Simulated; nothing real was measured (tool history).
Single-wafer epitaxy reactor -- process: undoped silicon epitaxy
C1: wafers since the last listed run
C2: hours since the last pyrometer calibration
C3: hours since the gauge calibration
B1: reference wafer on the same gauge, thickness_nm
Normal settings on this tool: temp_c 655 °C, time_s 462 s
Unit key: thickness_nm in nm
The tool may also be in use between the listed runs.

run 1 hour=0.0 | temp_c=661 time_s=437 | C1=0 C2=331.9 C3=309.3 | B1=66.804 | thickness_nm=85.908
run 2 hour=60.9 | temp_c=661 time_s=437 | C1=258 C2=392.8 C3=370.2 | B1=66.778 | thickness_nm=85.650
run 3 hour=90.8 | temp_c=661 time_s=437 | C1=127 C2=422.7 C3=400.1 | B1=66.803 | thickness_nm=86.038
run 4 hour=134.9 | temp_c=648 time_s=462 | C1=187 C2=466.8 C3=444.2 | B1=66.794 | thickness_nm=69.767
run 5 hour=168.5 | temp_c=648 time_s=462 | C1=142 C2=500.4 C3=477.8 | B1=66.807 | thickness_nm=69.448
run 6 hour=238.8 | temp_c=655 time_s=462 | C1=298 C2=570.7 C3=548.1 | B1=66.796 | thickness_nm=80.191
run 7 hour=273.5 | temp_c=655 time_s=462 | C1=147 C2=605.4 C3=582.8 | B1=66.803 | thickness_nm=80.178
run 8 hour=299.7 | temp_c=655 time_s=462 | C1=111 C2=631.6 C3=609.0 | B1=66.828 | thickness_nm=80.355
run 9 hour=354.4 | temp_c=655 time_s=462 | C1=232 C2=686.3 C3=663.7 | B1=66.744 | thickness_nm=80.123
-- hour=398.6 gauge calibrated
run 10 hour=410.3 | temp_c=655 time_s=462 | C1=237 C2=742.2 C3=11.7 | B1=66.869 | thickness_nm=80.124
run 11 hour=436.8 | temp_c=655 time_s=462 | C1=112 C2=768.7 C3=38.2 | B1=66.815 | thickness_nm=79.886
run 12 hour=462.5 | temp_c=648 time_s=407 | C1=109 C2=794.4 C3=63.9 | B1=66.796 | thickness_nm=60.902
run 13 hour=515.3 | temp_c=650 time_s=520 | C1=224 C2=847.2 C3=116.7 | B1=66.818 | thickness_nm=81.476
run 14 hour=547.7 | temp_c=641 time_s=492 | C1=137 C2=879.6 C3=149.1 | B1=66.803 | thickness_nm=63.888
run 15 hour=615.5 | temp_c=669 time_s=408 | C1=288 C2=947.4 C3=216.9 | B1=66.795 | thickness_nm=93.350
-- hour=681.7 pyrometer calibrated
run 16 hour=682.9 | temp_c=641 time_s=492 | C1=252 C2=1.2 C3=284.3 | B1=66.826 | thickness_nm=64.762
run 17 hour=749.9 | temp_c=651 time_s=417 | C1=284 C2=68.2 C3=351.3 | B1=66.794 | thickness_nm=67.093
run 18 hour=796.9 | temp_c=666 time_s=462 | C1=199 C2=115.2 C3=398.3 | B1=66.802 | thickness_nm=100.965
run 19 hour=864.2 | temp_c=655 time_s=462 | C1=286 C2=182.5 C3=465.6 | B1=66.782 | thickness_nm=80.881
run 20 hour=922.0 | temp_c=641 time_s=462 | C1=245 C2=240.3 C3=523.4 | B1=66.811 | thickness_nm=60.601

Across each entry between runs, compare the hidden state at the last listed run before it with the hidden state at the first listed run after it:
After run 9, before run 10: gauge calibrated (hour 398.6)
  wafer temperature above the value expected at the setpoint (K): -0.477 -> -0.508
  the result without the hidden state subtracted from the measured one, thickness_nm: -0.776 -> -0.829 nm
After run 15, before run 16: pyrometer calibrated (hour 681.7)
  wafer temperature above the value expected at the setpoint (K): -0.625 -> 0.00821
  the result without the hidden state subtracted from the measured one, thickness_nm: -1.154 -> +0.011 nm

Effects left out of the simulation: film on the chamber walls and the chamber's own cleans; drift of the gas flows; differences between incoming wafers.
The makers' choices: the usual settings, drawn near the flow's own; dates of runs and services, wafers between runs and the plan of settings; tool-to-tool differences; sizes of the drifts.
